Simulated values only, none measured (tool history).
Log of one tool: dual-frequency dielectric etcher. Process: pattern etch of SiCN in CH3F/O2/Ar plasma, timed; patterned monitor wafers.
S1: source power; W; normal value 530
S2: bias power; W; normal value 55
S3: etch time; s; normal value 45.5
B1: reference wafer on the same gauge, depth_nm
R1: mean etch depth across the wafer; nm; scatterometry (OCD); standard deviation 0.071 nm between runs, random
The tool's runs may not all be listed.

| run | hour | S1 | S2 | S3 | B1 | R1 |
|---|---|---|---|---|---|---|
| 1 | 0 | 530 | 55 | 45.5 | 21.01 | 19.56 |
| 2 | 56.8 | 530 | 55 | 45.5 | 20.98 | 19.81 |
| 3 | 97 | 530 | 55 | 49.5 | 20.98 | 21.73 |
| 4 | 165.6 | 530 | 55 | 49.5 | 20.99 | 21.73 |
| 5 | 231.6 | 530 | 55 | 49.5 | 21.01 | 21.99 |
| 6 | 288.5 | 530 | 55 | 45.5 | 21.02 | 20.27 |
|  | 347 | wet clean of the chamber |
| 7 | 347.5 | 530 | 55 | 45.5 | 20.99 | 19.58 |
| 8 | 389.5 | 530 | 55 | 45.5 | 21 | 19.9 |
|  | 425.4 | gauge calibrated |
|  | 442.7 | bias power generator calibrated |
| 9 | 443.2 | 530 | 55 | 45.5 | 20.99 | 19.67 |
| 10 | 484.3 | 530 | 55 | 45.5 | 21 | 19.76 |
|  | 541.8 | source power generator calibrated |
| 11 | 543.8 | 530 | 55 | 45.5 | 21 | 19.9 |
| 12 | 577.7 | 580 | 55 | 45.5 | 21 | 20.66 |
| 13 | 626.6 | 530 | 55 | 45.5 | 20.99 | 20.15 |
| 14 | 653.2 | 630 | 55 | 50.5 | 20.97 | 23.94 |
|  | 701.1 | wet clean of the chamber |
| 15 | 701.6 | 460 | 55 | 45.5 | 20.99 | 18.42 |
| 16 | 751.8 | 430 | 44 | 54 | 21 | 19.77 |
| 17 | 805.3 | 530 | 55 | 45.5 | 20.99 | 19.75 |
| 18 | 859.6 | 530 | 55 | 45.5 | 21 | 19.9 |
| 19 | 929.2 | 600 | 55 | 45.5 | 21 | 20.96 |
| 20 | 969.2 | 640 | 63 | 45.5 | 20.98 | 22.7 |
| 21 | 1040.4 | 490 | 46 | 42 | 20.99 | 17 |
|  | 1086.9 | upper electrode replaced |
|  | 1101.9 | wet clean of the chamber |
| 22 | 1102.4 | 580 | 55 | 41.5 | 20.98 | 18.54 |
| 23 | 1136.7 | 530 | 55 | 45.5 | 21 | 19.67 |
| 24 | 1208.1 | 590 | 55 | 40.5 | 20.99 | 18.32 |
| 25 | 1264.3 | 530 | 61 | 36.5 | 20.98 | 16.69 |
| 26 | 1314.9 | 530 | 55 | 45.5 | 21.01 | 20.16 |
| 27 | 1345.2 | 600 | 65 | 33 | 21.01 | 16.31 |
| 28 | 1409.7 | 420 | 55 | 45.5 | 21.01 | 18.57 |
|  | 1471.3 | wet clean of the chamber |
| 29 | 1476.8 | 530 | 55 | 45.5 | 21.02 | 19.59 |
| 30 | 1509.2 | 410 | 41 | 53 | 21 | 18.55 |

Below are 4 alternative next runs, each starting from the tool's condition after run 30. Predict each:
| A | 1509.6 | 530 | 55 | 45.5 | ? | ? |
| B | 1509.6 | 530 | 67 | 33 | ? | ? |
| C | 1509.6 | 450 | 68 | 33 | ? | ? |
| D | 1509.6 | 630 | 66 | 33.5 | ? | ? |

| run | B1 | R1 |
|---|---|---|
| A | 21 | 19.61 |
| B | 21 | 15.36 |
| C | 21 | 14.54 |
| D | 21 | 16.53 |
Stripped of hidden state, with their random variation kept, the same runs would have yielded:
| run | R1 |
|---|---|
| A | 19.33 |
| B | 15.13 |
| C | 14.32 |
| D | 16.29 |
